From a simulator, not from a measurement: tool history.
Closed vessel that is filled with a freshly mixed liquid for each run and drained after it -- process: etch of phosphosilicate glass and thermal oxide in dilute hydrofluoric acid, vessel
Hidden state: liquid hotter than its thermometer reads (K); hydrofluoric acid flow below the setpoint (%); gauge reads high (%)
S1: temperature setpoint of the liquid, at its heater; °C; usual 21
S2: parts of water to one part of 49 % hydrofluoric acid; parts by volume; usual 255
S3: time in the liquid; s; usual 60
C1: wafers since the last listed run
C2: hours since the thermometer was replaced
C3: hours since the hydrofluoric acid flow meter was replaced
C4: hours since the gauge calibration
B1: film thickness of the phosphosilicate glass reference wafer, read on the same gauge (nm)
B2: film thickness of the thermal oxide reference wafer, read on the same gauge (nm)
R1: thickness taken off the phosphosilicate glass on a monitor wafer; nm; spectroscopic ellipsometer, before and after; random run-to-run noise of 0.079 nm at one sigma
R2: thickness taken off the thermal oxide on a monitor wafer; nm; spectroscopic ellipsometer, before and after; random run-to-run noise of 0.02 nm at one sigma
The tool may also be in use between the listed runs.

run 1 hour=0 | S1=21 S2=255 S3=60 | C1=0 C2=1354.3 C3=1380.5 C4=44.2 | B1=70.03 B2=110.014 | R1=20.48 R2=0.856
run 2 hour=10.3 | S1=21 S2=255 S3=60 | C1=1426 C2=1364.6 C3=1390.8 C4=54.5 | B1=70 B2=110.015 | R1=20.55 R2=0.843
run 3 hour=17.6 | S1=24 S2=255 S3=60 | C1=1011 C2=1371.9 C3=1398.1 C4=61.8 | B1=69.97 B2=110.005 | R1=22.67 R2=0.941
run 4 hour=30.6 | S1=24 S2=255 S3=60 | C1=1800 C2=1384.9 C3=1411.1 C4=74.8 | B1=69.98 B2=110.018 | R1=22.87 R2=0.962
run 5 hour=48.2 | S1=21 S2=295 S3=60 | C1=2438 C2=1402.5 C3=1428.7 C4=92.4 | B1=70.02 B2=110 | R1=17.07 R2=0.709
run 6 hour=55.5 | S1=21 S2=255 S3=60 | C1=1011 C2=1409.8 C3=1436 C4=99.7 | B1=69.99 B2=110.016 | R1=20.46 R2=0.797
-- hour=77.3 hydrofluoric acid flow meter replaced
run 7 hour=83.5 | S1=21 S2=355 S3=70 | C1=3740 C2=1437.8 C3=6.2 C4=127.7 | B1=69.98 B2=110.002 | R1=15.72 R2=0.63
run 8 hour=90.4 | S1=21 S2=355 S3=70 | C1=955 C2=1444.7 C3=13.1 C4=134.6 | B1=69.96 B2=109.988 | R1=15.62 R2=0.614
-- hour=93.1 thermometer replaced
run 9 hour=104.3 | S1=22 S2=255 S3=60 | C1=1787 C2=11.2 C3=27 C4=148.5 | B1=69.97 B2=110.004 | R1=21.32 R2=0.878
run 10 hour=118.8 | S1=22 S2=255 S3=60 | C1=2008 C2=25.7 C3=41.5 C4=163 | B1=70.03 B2=110.009 | R1=21.25 R2=0.876
run 11 hour=145 | S1=22 S2=255 S3=60 | C1=3629 C2=51.9 C3=67.7 C4=189.2 | B1=70 B2=110.005 | R1=21.32 R2=0.873
-- hour=149.5 gauge calibrated
run 12 hour=159 | S1=21 S2=325 S3=60 | C1=1939 C2=65.9 C3=81.7 C4=9.5 | B1=70.03 B2=109.982 | R1=15.08 R2=0.599
run 13 hour=173.8 | S1=25 S2=335 S3=60 | C1=2050 C2=80.7 C3=96.5 C4=24.3 | B1=70.02 B2=109.999 | R1=16.63 R2=0.679
run 14 hour=180.7 | S1=21 S2=255 S3=60 | C1=955 C2=87.6 C3=103.4 C4=31.2 | B1=70.02 B2=110.009 | R1=20.36 R2=0.845
run 15 hour=198.1 | S1=25 S2=200 S3=60 | C1=2410 C2=105 C3=120.8 C4=48.6 | B1=69.98 B2=109.996 | R1=32.04 R2=1.342
run 16 hour=213 | S1=25 S2=205 S3=50 | C1=2064 C2=119.9 C3=135.7 C4=63.5 | B1=70 B2=110.016 | R1=25.9 R2=1.08
run 17 hour=220.2 | S1=17 S2=300 S3=60 | C1=997 C2=127.1 C3=142.9 C4=70.7 | B1=69.97 B2=109.984 | R1=14.46 R2=0.576
run 18 hour=232.9 | S1=24 S2=210 S3=35 | C1=1759 C2=139.8 C3=155.6 C4=83.4 | B1=69.97 B2=109.987 | R1=16.91 R2=0.694
run 19 hour=242.2 | S1=19.5 S2=145 S3=60 | C1=1288 C2=149.1 C3=164.9 C4=92.7 | B1=70 B2=109.988 | R1=37.71 R2=1.52
run 20 hour=257.5 | S1=21 S2=255 S3=60 | C1=2119 C2=164.4 C3=180.2 C4=108 | B1=69.98 B2=109.984 | R1=20.39 R2=0.84
run 21 hour=274.3 | S1=21 S2=175 S3=90 | C1=2327 C2=181.2 C3=197 C4=124.8 | B1=69.99 B2=110.006 | R1=48.54 R2=2.003
run 22 hour=290.3 | S1=24 S2=255 S3=35 | C1=2216 C2=197.2 C3=213 C4=140.8 | B1=70.01 B2=110.009 | R1=13.25 R2=0.573
run 23 hour=296.4 | S1=25 S2=330 S3=70 | C1=845 C2=203.3 C3=219.1 C4=146.9 | B1=70 B2=110.005 | R1=19.75 R2=0.822
run 24 hour=309.1 | S1=21 S2=380 S3=35 | C1=1759 C2=216 C3=231.8 C4=159.6 | B1=69.99 B2=109.997 | R1=7.17 R2=0.306
run 25 hour=317.4 | S1=18 S2=340 S3=30 | C1=1149 C2=224.3 C3=240.1 C4=167.9 | B1=70.03 B2=109.986 | R1=6.41 R2=0.265

Each row is a separate what-if for the run after 25, all from the same tool condition, not one after another. Results?
run A hour=318.1 | S1=21 S2=255 S3=75 | C1=96 C2=225 C3=240.8 C4=168.6 | B1=? B2=? | R1=? R2=?
run B hour=318.1 | S1=18.5 S2=255 S3=60 | C1=96 C2=225 C3=240.8 C4=168.6 | B1=? B2=? | R1=? R2=?
run C hour=318.1 | S1=17 S2=215 S3=30 | C1=96 C2=225 C3=240.8 C4=168.6 | B1=? B2=? | R1=? R2=?
run D hour=318.1 | S1=24.5 S2=145 S3=40 | C1=96 C2=225 C3=240.8 C4=168.6 | B1=? B2=? | R1=? R2=?
run E hour=318.1 | S1=24 S2=150 S3=60 | C1=96 C2=225 C3=240.8 C4=168.6 | B1=? B2=? | R1=? R2=?

run=A B1=70 B2=110.002 R1=25.63 R2=1.076
run=B B1=70 B2=110.002 R1=18.67 R2=0.784
run=C B1=70 B2=110.002 R1=10.83 R2=0.455
run=D B1=70 B2=110.002 R1=30.77 R2=1.292
run=E B1=70 B2=110.002 R1=43.51 R2=1.827
Take away the tool's hidden state, keep each run's random variation, and the runs would have read:
run=A R1=25.63 R2=1.076
run=B R1=18.67 R2=0.784
run=C R1=10.83 R2=0.455
run=D R1=30.77 R2=1.292
run=E R1=43.51 R2=1.827
